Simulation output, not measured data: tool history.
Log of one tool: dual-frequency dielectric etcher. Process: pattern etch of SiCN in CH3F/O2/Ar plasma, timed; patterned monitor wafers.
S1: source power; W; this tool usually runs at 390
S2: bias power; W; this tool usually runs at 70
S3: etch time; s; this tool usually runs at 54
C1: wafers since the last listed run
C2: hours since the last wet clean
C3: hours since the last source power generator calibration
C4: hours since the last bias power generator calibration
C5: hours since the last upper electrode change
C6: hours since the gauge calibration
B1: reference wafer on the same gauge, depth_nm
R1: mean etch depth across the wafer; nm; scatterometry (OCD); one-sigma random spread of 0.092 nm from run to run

run,hour,S1,S2,S3,C1,C2,C3,C4,C5,C6,B1,R1
1,0,390,70,54,0,294.4,1313.9,1942.4,5647.3,184.7,17.89,18.72
2,36.9,390,70,54,546,331.3,1350.8,1979.3,5684.2,221.6,17.92,18.57
# hour 127.4: wet clean of the chamber
3,127.9,460,84,54,992,0.5,1441.8,2070.3,5775.2,312.6,17.9,21.89
4,162,460,84,54,505,34.6,1475.9,2104.4,5809.3,346.7,17.87,21.83
5,232.1,460,84,54,1038,104.7,1546,2174.5,5879.4,416.8,17.91,21.73
6,284,390,70,54,769,156.6,1597.9,2226.4,5931.3,468.7,17.92,18.99
# hour 319.9: source power generator calibrated
7,335.6,390,70,54,705,208.2,15.7,2278,5982.9,520.3,17.87,18.92
8,375,390,70,54,583,247.6,55.1,2317.4,6022.3,559.7,17.88,18.88
# hour 395.4: bias power generator calibrated
9,442,350,59,39.5,933,314.6,122.1,46.6,6089.3,626.7,17.9,12.35
# hour 482.6: upper electrode replaced
10,507.5,450,62,46,615,380.1,187.6,112.1,24.9,692.2,17.9,15.31
11,533.1,390,70,54,379,405.7,213.2,137.7,50.5,717.8,17.9,18.66
# hour 571.5: gauge calibrated
# hour 585.2: wet clean of the chamber
12,585.7,460,59,54,423,0.5,265.8,190.3,103.1,14.2,17.9,18.36
13,602.8,390,70,54,253,17.6,282.9,207.4,120.2,31.3,17.89,19.35
14,634.2,390,70,64.5,465,49,314.3,238.8,151.6,62.7,17.89,22.88
15,675.5,480,87,54,612,90.3,355.6,280.1,192.9,104,17.88,21.81
16,738.4,330,70,54,932,153.2,418.5,343,255.8,166.9,17.9,18.3

Below are 3 alternative next runs, each starting from the tool's condition after run 16. Predict each:
A,738.8,390,70,54,5,153.6,418.9,343.4,256.2,167.3,?,?
B,738.8,390,59,65,5,153.6,418.9,343.4,256.2,167.3,?,?
C,738.8,430,70,54,5,153.6,418.9,343.4,256.2,167.3,?,?

run,B1,R1
A,17.87,18.89
B,17.87,20.96
C,17.87,19.28
The same runs, with their run-to-run variation unchanged, on a tool lacking any hidden condition would have given:
run,R1
A,19.2
B,21.3
C,19.59
